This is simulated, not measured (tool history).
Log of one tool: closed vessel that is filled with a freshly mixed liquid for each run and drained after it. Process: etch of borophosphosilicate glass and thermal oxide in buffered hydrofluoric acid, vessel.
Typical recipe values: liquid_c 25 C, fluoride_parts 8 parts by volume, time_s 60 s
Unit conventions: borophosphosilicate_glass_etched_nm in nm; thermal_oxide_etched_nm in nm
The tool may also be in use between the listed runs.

run   hour  liquid_c  fluoride_parts  time_s  wafers since the last listed run  hours since the thermometer was replaced  hours since the hydrofluoric acid flow meter was replaced  hours since the gauge calibration  read-back film thickness of the borophosphosilicate glass reference wafer, read on the same gauge (nm)  read-back film thickness of the thermal oxide reference wafer, read on the same gauge (nm)  borophosphosilicate_glass_etched_nm  thermal_oxide_etched_nm
  1      0      26.5               8      65                                 0                                    1372.8                                                     1916.8                              176.1                                                                                                      60                                                                                          40                               124.29                    78.39
  2   16.6      26.5               8      65                              2169                                    1389.4                                                     1933.4                              192.7                                                                                                   59.98                                                                                       39.97                               120.93                       79
  3   26.2        25               8      35                              1254                                      1399                                                       1943                              202.3                                                                                                   59.99                                                                                       40.01                                60.41                    39.17
  4     37        25               8      35                              1411                                    1409.8                                                     1953.8                              213.1                                                                                                   59.99                                                                                       39.99                                60.84                    38.84
  5   44.9        25               8      35                              1032                                    1417.7                                                     1961.7                                221                                                                                                   60.01                                                                                       39.98                                60.29                    38.78
  6   62.6        25               8      60                              2313                                    1435.4                                                     1979.4                              238.7                                                                                                      60                                                                                       40.01                                103.4                    65.62
  7   75.1        25               8      60                              1633                                    1447.9                                                     1991.9                              251.2                                                                                                      60                                                                                       39.99                               103.31                    66.61
      89.1  -- hydrofluoric acid flow meter replaced
  8   89.6        25               8      60                              1764                                    1462.4                                                        0.5                              265.7                                                                                                   59.99                                                                                       39.97                               117.19                    76.14
  9   98.1        25               8      60                              1111                                    1470.9                                                          9                              274.2                                                                                                   60.01                                                                                       39.99                               118.05                    75.91
 10  117.2        20               6      50                              2496                                      1490                                                       28.1                              293.3                                                                                                   60.02                                                                                       40.03                                 99.3                    62.44
       154  -- thermometer replaced
     154.7  -- gauge calibrated
 11    171        25               8      60                              6901                                        17                                                       81.9                               16.3                                                                                                   59.99                                                                                          40                               133.41                    86.35
 12  183.1        25               8      60                              1581                                      29.1                                                         94                               28.4                                                                                                   60.01                                                                                       40.01                               133.21                    84.91
 13  195.7        25               8      60                              1646                                      41.7                                                      106.6                                 41                                                                                                   60.01                                                                                       40.01                               133.27                    85.04
 14    203      29.5               9      60                               954                                        49                                                      113.9                               48.3                                                                                                   59.97                                                                                       40.02                                150.9                    96.68
 15  218.9      28.5               8      75                              2078                                      64.9                                                      129.8                               64.2                                                                                                   59.99                                                                                       40.03                               200.95                   128.28
 16  228.1        20             9.5      60                              1202                                      74.1                                                        139                               73.4                                                                                                   59.99                                                                                       39.98                                85.97                    55.65
 17    238        25               8      60                              1294                                        84                                                      148.9                               83.3                                                                                                   60.01                                                                                       39.99                               132.22                    84.13
 18  254.6        25              10      30                              2169                                     100.6                                                      165.5                               99.9                                                                                                   59.99                                                                                       40.02                                54.22                    35.12
 19  264.6      20.5               9      45                              1307                                     110.6                                                      175.5                              109.9                                                                                                   60.01                                                                                       39.99                                68.18                    44.69
 20  274.5      26.5               8      65                              1294                                     120.5                                                      185.4                              119.8                                                                                                   60.03                                                                                          40                               154.56                    98.09
 21  286.1        29               6      80                              1516                                     132.1                                                        197                              131.4                                                                                                      60                                                                                       40.02                               287.97                   186.82
 22  302.9        25               8      60                              2195                                     148.9                                                      213.8                              148.2                                                                                                      60                                                                                       40.01                               130.19                    85.21
 23  315.7      20.5            10.5      75                              1673                                     161.7                                                      226.6                                161                                                                                                   59.99                                                                                          40                                99.83                    64.77
 24  325.6        29              10      70                              1294                                     171.6                                                      236.5                              170.9                                                                                                      60                                                                                          40                               154.63                    99.48
 25  343.4        25               8      60                              2326                                     189.4                                                      254.3                              188.7                                                                                                      60                                                                                       39.99                               129.66                    83.71
 26  360.4        25               8      95                              2222                                     206.4                                                      271.3                              205.7                                                                                                      60                                                                                       40.03                               203.68                   132.27

Forecast each of these 3 alternatives for the next run:
  A  361.1        25               8      60                                91                                     207.1                                                        272                              206.4                                                                                                       ?                                                                                           ?                                    ?                        ?
  B  361.1        30             9.5      60                                91                                     207.1                                                        272                              206.4                                                                                                       ?                                                                                           ?                                    ?                        ?
  C  361.1        28             5.5      50                                91                                     207.1                                                        272                              206.4                                                                                                       ?                                                                                           ?                                    ?                        ?

run  read-back film thickness of the borophosphosilicate glass reference wafer, read on the same gauge (nm)  read-back film thickness of the thermal oxide reference wafer, read on the same gauge (nm)  borophosphosilicate_glass_etched_nm  thermal_oxide_etched_nm
  A                                                                                                      60                                                                                       40.01                               128.11                    82.59
  B                                                                                                      60                                                                                       40.01                                143.3                    92.79
  C                                                                                                      60                                                                                       40.01                               179.93                   115.54
Stripped of hidden state, with their random variation kept, the same runs would have yielded:
run  borophosphosilicate_glass_etched_nm  thermal_oxide_etched_nm
  A                               134.04                     86.4
  B                               148.17                    95.94
  C                               187.14                   120.13

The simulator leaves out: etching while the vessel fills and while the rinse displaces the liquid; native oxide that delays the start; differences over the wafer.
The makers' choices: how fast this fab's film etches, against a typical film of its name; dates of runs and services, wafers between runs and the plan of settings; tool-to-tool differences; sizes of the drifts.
